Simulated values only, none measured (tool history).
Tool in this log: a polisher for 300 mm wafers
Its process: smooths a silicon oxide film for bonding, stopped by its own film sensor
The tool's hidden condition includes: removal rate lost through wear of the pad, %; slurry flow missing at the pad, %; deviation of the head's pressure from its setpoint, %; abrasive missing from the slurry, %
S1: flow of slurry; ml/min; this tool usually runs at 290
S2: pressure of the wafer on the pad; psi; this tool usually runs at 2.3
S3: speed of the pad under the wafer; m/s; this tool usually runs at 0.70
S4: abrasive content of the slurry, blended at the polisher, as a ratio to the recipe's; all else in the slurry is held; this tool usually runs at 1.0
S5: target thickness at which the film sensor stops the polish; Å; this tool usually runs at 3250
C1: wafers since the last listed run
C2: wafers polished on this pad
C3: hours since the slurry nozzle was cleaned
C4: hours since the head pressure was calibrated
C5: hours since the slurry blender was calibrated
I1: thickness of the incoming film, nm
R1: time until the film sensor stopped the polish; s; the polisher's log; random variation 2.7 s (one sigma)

| run | day | S1 | S2 | S3 | S4 | S5 | C1 | C2 | C3 | C4 | C5 | I1 | R1 |
|---|---|---|---|---|---|---|---|---|---|---|---|---|---|
| 1 | 0.000 | 290 | 2.3 | 0.70 | 1.0 | 3250 | 0 | 531 | 289.3 | 879.3 | 239.7 | 405.3 | 199.2 |
|  | 0.138 | slurry blender recalibrated |
| 2 | 0.642 | 290 | 2.3 | 0.70 | 1.0 | 3250 | 121 | 652 | 304.7 | 894.7 | 12.1 | 397.6 | 165.2 |
| 3 | 1.188 | 290 | 2.3 | 0.70 | 1.0 | 3250 | 118 | 770 | 317.8 | 907.8 | 25.2 | 393.6 | 159.2 |
| 4 | 1.458 | 290 | 2.3 | 0.70 | 1.0 | 3250 | 58 | 829 | 324.3 | 914.3 | 31.7 | 395.6 | 161.3 |
| 5 | 1.829 | 290 | 2.3 | 0.70 | 1.0 | 3250 | 80 | 909 | 333.2 | 923.2 | 40.6 | 394.8 | 161.0 |
|  | 2.100 | worn pad replaced by a new one |
| 6 | 2.500 | 290 | 2.3 | 0.70 | 1.0 | 3250 | 109 | 86 | 349.3 | 939.3 | 56.7 | 396.3 | 161.5 |
| 7 | 3.154 | 290 | 2.3 | 0.70 | 1.0 | 3250 | 141 | 228 | 365.0 | 955.0 | 72.4 | 402.5 | 173.2 |
| 8 | 3.633 | 290 | 2.3 | 0.76 | 1.0 | 3250 | 103 | 332 | 376.5 | 966.5 | 83.9 | 405.1 | 168.0 |
| 9 | 4.054 | 290 | 2.3 | 0.76 | 1.0 | 3250 | 91 | 423 | 386.6 | 976.6 | 94.0 | 395.6 | 149.3 |
| 10 | 4.638 | 290 | 2.3 | 0.76 | 1.0 | 3250 | 126 | 550 | 400.6 | 990.6 | 108.0 | 397.6 | 160.9 |
|  | 6.021 | worn pad replaced by a new one |
| 11 | 6.188 | 365 | 2.3 | 0.70 | 1.1 | 3250 | 299 | 36 | 437.8 | 1027.8 | 145.2 | 404.4 | 170.2 |
| 12 | 6.654 | 365 | 2.3 | 0.70 | 1.1 | 3250 | 101 | 137 | 449.0 | 1039.0 | 156.4 | 404.0 | 165.5 |
| 13 | 7.200 | 290 | 2.3 | 0.70 | 1.0 | 3250 | 118 | 255 | 462.1 | 1052.1 | 169.5 | 395.1 | 164.1 |
| 14 | 7.804 | 290 | 2.3 | 0.70 | 1.0 | 3250 | 130 | 386 | 476.6 | 1066.6 | 184.0 | 396.9 | 173.9 |
| 15 | 8.396 | 365 | 2.3 | 0.70 | 1.1 | 3250 | 128 | 514 | 490.8 | 1080.8 | 198.2 | 407.3 | 192.3 |
| 16 | 8.700 | 290 | 2.1 | 0.80 | 0.9 | 3250 | 65 | 580 | 498.1 | 1088.1 | 205.5 | 401.7 | 199.8 |
| 17 | 8.992 | 290 | 2.3 | 0.76 | 1.0 | 3250 | 63 | 643 | 505.1 | 1095.1 | 212.5 | 395.7 | 170.7 |
| 18 | 9.246 | 290 | 1.9 | 0.70 | 1.2 | 3330 | 55 | 699 | 511.2 | 1101.2 | 218.6 | 392.7 | 169.1 |
| 19 | 9.512 | 290 | 2.3 | 0.70 | 1.0 | 3420 | 57 | 756 | 517.6 | 1107.6 | 225.0 | 404.3 | 159.1 |
|  | 10.600 | worn pad replaced by a new one |
|  | 10.904 | slurry blender recalibrated |
| 20 | 11.700 | 360 | 2.7 | 0.70 | 1.0 | 3140 | 419 | 219 | 570.1 | 1160.1 | 19.1 | 394.9 | 148.3 |
| 21 | 12.083 | 290 | 2.0 | 0.58 | 1.1 | 3500 | 83 | 303 | 579.3 | 1169.3 | 28.3 | 407.3 | 166.8 |
|  | 12.146 | slurry nozzle cleaned |
|  | 12.183 | head pressure recalibrated |
| 22 | 12.662 | 290 | 2.3 | 0.70 | 1.0 | 3250 | 107 | 410 | 12.4 | 11.5 | 42.2 | 394.9 | 155.2 |
| 23 | 13.225 | 290 | 2.3 | 0.70 | 1.0 | 3460 | 121 | 532 | 25.9 | 25.0 | 55.7 | 396.2 | 112.2 |
| 24 | 13.692 | 365 | 1.9 | 0.58 | 1.0 | 3380 | 101 | 633 | 37.1 | 36.2 | 66.9 | 400.8 | 202.6 |
|  | 14.783 | worn pad replaced by a new one |
| 25 | 14.804 | 290 | 2.3 | 0.76 | 1.0 | 3250 | 204 | 4 | 63.8 | 62.9 | 93.6 | 398.6 | 143.6 |
| 26 | 15.375 | 290 | 2.3 | 0.70 | 1.0 | 3090 | 123 | 127 | 77.5 | 76.6 | 107.3 | 398.9 | 194.9 |
| 27 | 16.083 | 290 | 2.3 | 0.70 | 1.0 | 3250 | 153 | 281 | 94.5 | 93.6 | 124.3 | 396.6 | 159.0 |
| 28 | 16.758 | 290 | 2.3 | 0.94 | 1.3 | 3330 | 146 | 427 | 110.7 | 109.8 | 140.5 | 399.5 | 105.0 |

Measured minus without-hidden-state, run by run (identical run-to-run variation in each term; gauge scatter may differ):
| run | R1 |
|---|---|
| 1 | +36.9 |
| 2 | +14.6 |
| 3 | +14.7 |
| 4 | +15.1 |
| 5 | +15.4 |
| 6 | +7.6 |
| 7 | +12.5 |
| 8 | +14.4 |
| 9 | +14.3 |
| 10 | +17.2 |
| 11 | +12.4 |
| 12 | +16.2 |
| 13 | +20.3 |
| 14 | +25.2 |
| 15 | +30.7 |
| 16 | +35.2 |
| 17 | +30.7 |
| 18 | +30.2 |
| 19 | +30.9 |
| 20 | +7.9 |
| 21 | +10.4 |
| 22 | +11.4 |
| 23 | +9.1 |
| 24 | +17.6 |
| 25 | +2.8 |
| 26 | +9.7 |
| 27 | +12.3 |
| 28 | +9.7 |
